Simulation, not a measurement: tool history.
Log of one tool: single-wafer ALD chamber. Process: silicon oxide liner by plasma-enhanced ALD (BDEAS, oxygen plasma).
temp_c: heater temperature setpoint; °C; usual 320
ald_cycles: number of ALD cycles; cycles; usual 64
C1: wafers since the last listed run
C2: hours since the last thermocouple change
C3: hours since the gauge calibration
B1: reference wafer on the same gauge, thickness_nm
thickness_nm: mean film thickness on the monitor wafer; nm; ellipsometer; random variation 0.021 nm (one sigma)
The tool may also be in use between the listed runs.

run 1 hour=0 | temp_c=328 ald_cycles=61 | C1=0 C2=1874.3 C3=588.2 | B1=7.413 | thickness_nm=5.985
run 2 hour=37.2 | temp_c=328 ald_cycles=61 | C1=134 C2=1911.5 C3=625.4 | B1=7.426 | thickness_nm=6.004
run 3 hour=74.2 | temp_c=320 ald_cycles=64 | C1=133 C2=1948.5 C3=662.4 | B1=7.43 | thickness_nm=6.376
run 4 hour=126.1 | temp_c=320 ald_cycles=64 | C1=187 C2=2000.4 C3=714.3 | B1=7.431 | thickness_nm=6.318
run 5 hour=211.3 | temp_c=320 ald_cycles=64 | C1=307 C2=2085.6 C3=799.5 | B1=7.426 | thickness_nm=6.334
run 6 hour=292.5 | temp_c=320 ald_cycles=54 | C1=293 C2=2166.8 C3=880.7 | B1=7.435 | thickness_nm=5.383
run 7 hour=387.9 | temp_c=312 ald_cycles=68 | C1=344 C2=2262.2 C3=976.1 | B1=7.444 | thickness_nm=6.842
run 8 hour=431.1 | temp_c=320 ald_cycles=64 | C1=156 C2=2305.4 C3=1019.3 | B1=7.44 | thickness_nm=6.324
run 9 hour=489.3 | temp_c=320 ald_cycles=64 | C1=210 C2=2363.6 C3=1077.5 | B1=7.464 | thickness_nm=6.336
run 10 hour=545.7 | temp_c=320 ald_cycles=64 | C1=203 C2=2420 C3=1133.9 | B1=7.462 | thickness_nm=6.359
run 11 hour=639.6 | temp_c=320 ald_cycles=71 | C1=339 C2=2513.9 C3=1227.8 | B1=7.463 | thickness_nm=7.084
-- hour=665.7 thermocouple changed; heater temperature recalibrated
run 12 hour=701.8 | temp_c=332 ald_cycles=76 | C1=195 C2=36.1 C3=1290 | B1=7.448 | thickness_nm=7.468
-- hour=721.8 gauge calibrated
run 13 hour=739.9 | temp_c=320 ald_cycles=75 | C1=137 C2=74.2 C3=18.1 | B1=7.304 | thickness_nm=7.36
run 14 hour=819.1 | temp_c=312 ald_cycles=68 | C1=286 C2=153.4 C3=97.3 | B1=7.327 | thickness_nm=6.727
run 15 hour=901.5 | temp_c=335 ald_cycles=52 | C1=297 C2=235.8 C3=179.7 | B1=7.365 | thickness_nm=5.037
run 16 hour=949.3 | temp_c=320 ald_cycles=64 | C1=172 C2=283.6 C3=227.5 | B1=7.358 | thickness_nm=6.286
run 17 hour=985.3 | temp_c=314 ald_cycles=54 | C1=130 C2=319.6 C3=263.5 | B1=7.38 | thickness_nm=5.342
run 18 hour=1060.8 | temp_c=306 ald_cycles=60 | C1=272 C2=395.1 C3=339 | B1=7.383 | thickness_nm=6.013
run 19 hour=1099 | temp_c=320 ald_cycles=64 | C1=138 C2=433.3 C3=377.2 | B1=7.398 | thickness_nm=6.292

Run 20 comes next. What will it give?
run 20 hour=1176.8 | temp_c=326 ald_cycles=59 | C1=281 C2=511.1 C3=455 | B1=? | thickness_nm=?

{"run 20": {"B1": 7.407, "thickness_nm": 5.792}}
Without the tool's hidden state the same run would have given thickness_nm 5.7 nm.

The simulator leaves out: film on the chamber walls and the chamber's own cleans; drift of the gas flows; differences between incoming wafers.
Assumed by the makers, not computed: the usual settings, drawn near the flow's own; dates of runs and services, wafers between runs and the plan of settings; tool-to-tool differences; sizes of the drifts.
